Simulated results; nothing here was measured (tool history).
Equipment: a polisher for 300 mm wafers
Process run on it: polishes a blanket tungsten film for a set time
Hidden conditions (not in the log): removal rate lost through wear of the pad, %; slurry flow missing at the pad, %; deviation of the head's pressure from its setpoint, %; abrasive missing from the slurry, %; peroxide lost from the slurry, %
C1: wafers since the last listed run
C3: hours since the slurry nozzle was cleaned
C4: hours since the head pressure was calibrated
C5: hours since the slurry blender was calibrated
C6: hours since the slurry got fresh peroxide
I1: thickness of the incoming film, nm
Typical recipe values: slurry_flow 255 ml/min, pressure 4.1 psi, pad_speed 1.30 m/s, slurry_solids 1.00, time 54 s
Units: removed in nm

run 1 hour=0.0 | slurry_flow=280 pressure=4.1 pad_speed=1.30 slurry_solids=1.00 time=54 | C1=0 wafers_polished_on_this_pad=1650 C3=76.0 C4=1161.4 C5=96.5 C6=132.2 | I1=1042.4 | removed=407.5
run 2 hour=44.1 | slurry_flow=255 pressure=4.1 pad_speed=1.30 slurry_solids=1.00 time=54 | C1=302 wafers_polished_on_this_pad=1953 C3=120.1 C4=1205.5 C5=140.6 C6=176.3 | I1=1041.7 | removed=401.9
run 3 hour=84.2 | slurry_flow=255 pressure=4.1 pad_speed=1.30 slurry_solids=1.00 time=54 | C1=275 wafers_polished_on_this_pad=2229 C3=160.2 C4=1245.6 C5=180.7 C6=216.4 | I1=1046.8 | removed=403.7
run 4 hour=113.9 | slurry_flow=255 pressure=4.1 pad_speed=1.30 slurry_solids=1.00 time=54 | C1=203 wafers_polished_on_this_pad=2433 C3=189.9 C4=1275.3 C5=210.4 C6=246.1 | I1=1040.1 | removed=402.4
-- hour=151.0 worn pad replaced by a new one
-- hour=179.0 slurry tank refilled with fresh slurry and peroxide
run 5 hour=235.0 | slurry_flow=255 pressure=4.1 pad_speed=1.30 slurry_solids=1.00 time=54 | C1=797 wafers_polished_on_this_pad=569 C3=311.0 C4=1396.4 C5=331.5 C6=56.0 | I1=1025.6 | removed=402.0
-- hour=254.9 slurry blender recalibrated
run 6 hour=287.5 | slurry_flow=255 pressure=4.1 pad_speed=1.30 slurry_solids=1.00 time=42 | C1=346 wafers_polished_on_this_pad=916 C3=363.5 C4=1448.9 C5=32.6 C6=108.5 | I1=1044.2 | removed=314.2
run 7 hour=346.1 | slurry_flow=255 pressure=4.1 pad_speed=1.30 slurry_solids=1.00 time=42 | C1=402 wafers_polished_on_this_pad=1318 C3=422.1 C4=1507.5 C5=91.2 C6=167.1 | I1=1049.7 | removed=317.8
run 8 hour=373.1 | slurry_flow=255 pressure=4.1 pad_speed=1.30 slurry_solids=1.00 time=54 | C1=185 wafers_polished_on_this_pad=1504 C3=449.1 C4=1534.5 C5=118.2 C6=194.1 | I1=1039.4 | removed=402.2
-- hour=385.8 head pressure recalibrated
run 9 hour=435.0 | slurry_flow=255 pressure=4.1 pad_speed=1.30 slurry_solids=1.00 time=54 | C1=411 wafers_polished_on_this_pad=1915 C3=511.0 C4=49.2 C5=180.1 C6=256.0 | I1=1044.6 | removed=402.4
-- hour=485.6 worn pad replaced by a new one
-- hour=533.3 slurry tank refilled with fresh slurry and peroxide
-- hour=584.9 slurry nozzle cleaned
-- hour=599.2 slurry blender recalibrated
run 10 hour=644.8 | slurry_flow=255 pressure=4.1 pad_speed=1.30 slurry_solids=1.00 time=54 | C1=1385 wafers_polished_on_this_pad=1065 C3=59.9 C4=259.0 C5=45.6 C6=111.5 | I1=1046.9 | removed=401.4
run 11 hour=692.5 | slurry_flow=255 pressure=4.1 pad_speed=1.30 slurry_solids=1.00 time=54 | C1=327 wafers_polished_on_this_pad=1393 C3=107.6 C4=306.7 C5=93.3 C6=159.2 | I1=1057.6 | removed=401.8
run 12 hour=753.3 | slurry_flow=255 pressure=5.0 pad_speed=1.30 slurry_solids=0.75 time=71 | C1=417 wafers_polished_on_this_pad=1810 C3=168.4 C4=367.5 C5=154.1 C6=220.0 | I1=1040.3 | removed=608.4
run 13 hour=800.5 | slurry_flow=255 pressure=4.1 pad_speed=1.56 slurry_solids=1.00 time=66 | C1=324 wafers_polished_on_this_pad=2134 C3=215.6 C4=414.7 C5=201.3 C6=267.2 | I1=1051.2 | removed=566.9
run 14 hour=831.9 | slurry_flow=255 pressure=4.1 pad_speed=1.30 slurry_solids=1.00 time=54 | C1=215 wafers_polished_on_this_pad=2350 C3=247.0 C4=446.1 C5=232.7 C6=298.6 | I1=1030.0 | removed=403.3
run 15 hour=865.9 | slurry_flow=255 pressure=4.1 pad_speed=1.30 slurry_solids=1.00 time=37 | C1=233 wafers_polished_on_this_pad=2583 C3=281.0 C4=480.1 C5=266.7 C6=332.6 | I1=1019.5 | removed=275.8
-- hour=888.7 worn pad replaced by a new one
-- hour=895.2 slurry tank refilled with fresh slurry and peroxide
run 16 hour=924.4 | slurry_flow=255 pressure=4.1 pad_speed=1.30 slurry_solids=1.00 time=54 | C1=367 wafers_polished_on_this_pad=238 C3=339.5 C4=538.6 C5=325.2 C6=29.2 | I1=1024.3 | removed=400.6
-- hour=955.3 slurry blender recalibrated
run 17 hour=990.8 | slurry_flow=255 pressure=4.1 pad_speed=1.30 slurry_solids=1.00 time=54 | C1=442 wafers_polished_on_this_pad=680 C3=405.9 C4=605.0 C5=35.5 C6=95.6 | I1=1046.3 | removed=399.6
run 18 hour=1045.5 | slurry_flow=255 pressure=4.1 pad_speed=1.30 slurry_solids=1.00 time=54 | C1=375 wafers_polished_on_this_pad=1056 C3=460.6 C4=659.7 C5=90.2 C6=150.3 | I1=1030.7 | removed=401.2
run 19 hour=1097.1 | slurry_flow=255 pressure=3.0 pad_speed=1.30 slurry_solids=1.10 time=44 | C1=354 wafers_polished_on_this_pad=1410 C3=512.2 C4=711.3 C5=141.8 C6=201.9 | I1=1018.7 | removed=245.6
-- hour=1122.4 slurry nozzle cleaned
run 20 hour=1141.4 | slurry_flow=255 pressure=4.6 pad_speed=1.30 slurry_solids=1.00 time=54 | C1=297 wafers_polished_on_this_pad=1708 C3=19.0 C4=755.6 C5=186.1 C6=246.2 | I1=1049.0 | removed=452.2
-- hour=1200.5 worn pad replaced by a new one
run 21 hour=1292.4 | slurry_flow=255 pressure=4.8 pad_speed=1.30 slurry_solids=1.00 time=54 | C1=1009 wafers_polished_on_this_pad=631 C3=170.0 C4=906.6 C5=337.1 C6=397.2 | I1=1036.7 | removed=473.3
-- hour=1308.1 slurry tank refilled with fresh slurry and peroxide
-- hour=1349.3 slurry blender recalibrated
run 22 hour=1359.9 | slurry_flow=210 pressure=5.3 pad_speed=1.30 slurry_solids=1.10 time=54 | C1=442 wafers_polished_on_this_pad=1074 C3=237.5 C4=974.1 C5=10.6 C6=51.8 | I1=1047.4 | removed=518.4
run 23 hour=1425.5 | slurry_flow=220 pressure=5.2 pad_speed=1.56 slurry_solids=1.00 time=54 | C1=450 wafers_polished_on_this_pad=1524 C3=303.1 C4=1039.7 C5=76.2 C6=117.4 | I1=1028.9 | removed=576.6
run 24 hour=1482.5 | slurry_flow=255 pressure=4.1 pad_speed=1.70 slurry_solids=1.00 time=47 | C1=391 wafers_polished_on_this_pad=1915 C3=360.1 C4=1096.7 C5=133.2 C6=174.4 | I1=1039.4 | removed=433.0
run 25 hour=1543.8 | slurry_flow=255 pressure=5.4 pad_speed=1.30 slurry_solids=1.00 time=48 | C1=420 wafers_polished_on_this_pad=2336 C3=421.4 C4=1158.0 C5=194.5 C6=235.7 | I1=1050.9 | removed=476.0
-- hour=1574.1 worn pad replaced by a new one
run 26 hour=1613.8 | slurry_flow=255 pressure=4.1 pad_speed=1.56 slurry_solids=1.00 time=54 | C1=453 wafers_polished_on_this_pad=272 C3=491.4 C4=1228.0 C5=264.5 C6=305.7 | I1=1047.2 | removed=463.9

The tool's hidden state at each run:
removal rate lost through wear of the pad, %: 0, the same for each run
slurry flow missing at the pad, %: 0, the same for each run
deviation of the head's pressure from its setpoint, %: 0, the same for each run
abrasive missing from the slurry, %: 0, the same for each run
peroxide lost from the slurry, %: 0, the same for each run
